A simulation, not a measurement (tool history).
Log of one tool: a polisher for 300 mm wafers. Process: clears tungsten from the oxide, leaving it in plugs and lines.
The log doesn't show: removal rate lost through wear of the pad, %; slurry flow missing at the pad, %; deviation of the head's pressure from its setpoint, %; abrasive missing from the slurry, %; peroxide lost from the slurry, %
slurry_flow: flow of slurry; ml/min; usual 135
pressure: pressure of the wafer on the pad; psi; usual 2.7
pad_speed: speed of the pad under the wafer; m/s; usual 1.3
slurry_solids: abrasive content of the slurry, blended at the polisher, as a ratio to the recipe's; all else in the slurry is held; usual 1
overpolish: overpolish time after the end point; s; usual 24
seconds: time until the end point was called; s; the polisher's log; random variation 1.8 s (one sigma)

run,hour,slurry_flow,pressure,pad_speed,slurry_solids,overpolish,wafers since the last listed run,wafers polished on this pad,hours since the slurry nozzle was cleaned,hours since the head pressure was calibrated,hours since the slurry blender was calibrated,hours since the slurry got fresh peroxide,"incoming thickness of the incoming film, nm",seconds
1,0,135,2.7,1.3,1,24,0,202,528.6,1080.5,447.6,208.7,403.5,87.8
# hour 2.9: slurry tank refilled with fresh slurry and peroxide
2,7.3,135,2.7,1.3,1,24,59,262,535.9,1087.8,454.9,4.4,404.2,90
# hour 11.1: head pressure recalibrated
3,23,135,2.7,1.3,1,17,129,391,551.6,11.9,470.6,20.1,403,88.8
4,44.3,135,2.7,1.3,1,17,201,593,572.9,33.2,491.9,41.4,411.1,94.2
5,62.2,135,2.7,1.3,1,17,169,763,590.8,51.1,509.8,59.3,406.5,87.8
6,73.1,135,2.7,1.3,1,24,103,866,601.7,62,520.7,70.2,405.2,92.6
# hour 78.8: slurry blender recalibrated
7,79.6,135,2.7,1.3,1,24,42,909,608.2,68.5,0.8,76.7,399.7,89.9
8,86.8,135,2.7,1.3,1.15,28,68,977,615.4,75.7,8,83.9,408,86.2
# hour 100.7: worn pad replaced by a new one
9,101.2,155,2.7,1.3,0.75,24,98,4,629.8,90.1,22.4,98.3,396.2,92.6
10,114.1,135,2.3,1.16,0.8,24,122,126,642.7,103,35.3,111.2,406.6,127.1
# hour 119.1: slurry nozzle cleaned
11,123.2,135,2.7,1.74,1,32,76,203,4.1,112.1,44.4,120.3,407.2,66.8
12,131.3,135,2.7,1.3,1,24,76,280,12.2,120.2,52.5,128.4,402,88.9
13,138.3,135,2.7,1.3,1,24,66,346,19.2,127.2,59.5,135.4,404.2,90.3
14,146.8,135,2.4,1.68,1,24,80,427,27.7,135.7,68,143.9,402.6,77.4
15,164.8,135,2.3,0.9,1,24,170,597,45.7,153.7,86,161.9,398.4,153.3
16,171.6,165,2.7,1.3,1,24,64,662,52.5,160.5,92.8,168.7,400.7,83.4
17,187.3,175,2.7,1.3,1.1,24,148,811,68.2,176.2,108.5,184.4,405,83.9
18,194.1,135,2.7,1.3,1,24,64,875,75,183,115.3,191.2,405.8,90.1
# hour 208.6: slurry tank refilled with fresh slurry and peroxide
19,208.9,135,2.3,1.3,1.15,38,130,1006,89.8,197.8,130.1,0.3,402.8,100.2
# hour 215.6: worn pad replaced by a new one
20,226,135,3.2,1.5,1,24,124,98,106.9,214.9,147.2,17.4,410,65.1
21,237.6,95,2.7,1.06,1.25,10,109,208,118.5,226.5,158.8,29,407.6,110.4
22,247.4,135,2.7,1.56,1,24,92,301,128.3,236.3,168.6,38.8,403.6,73.3
23,260.3,135,2.7,1.3,1.15,24,122,424,141.2,249.2,181.5,51.7,405.6,82.9
24,267.5,135,2.7,1.3,1,24,68,492,148.4,256.4,188.7,58.9,403.4,88.2
25,280.2,135,2.7,1.3,1,24,120,612,161.1,269.1,201.4,71.6,409.2,90.4
26,331.5,135,2.7,1.3,1,33,486,1098,212.4,320.4,252.7,122.9,409.6,90.7
# hour 342.1: worn pad replaced by a new one
27,347,135,2.7,1.3,1,24,108,46,227.9,335.9,268.2,138.4,409.4,88.4

Forecast run 28:
28,355.7,135,2.7,1.3,1,38,82,129,236.6,344.6,276.9,147.1,401.7,?

{"run 28": {"seconds": 86.9}}
Without the tool's hidden state the same run would have given seconds 86.9 s.
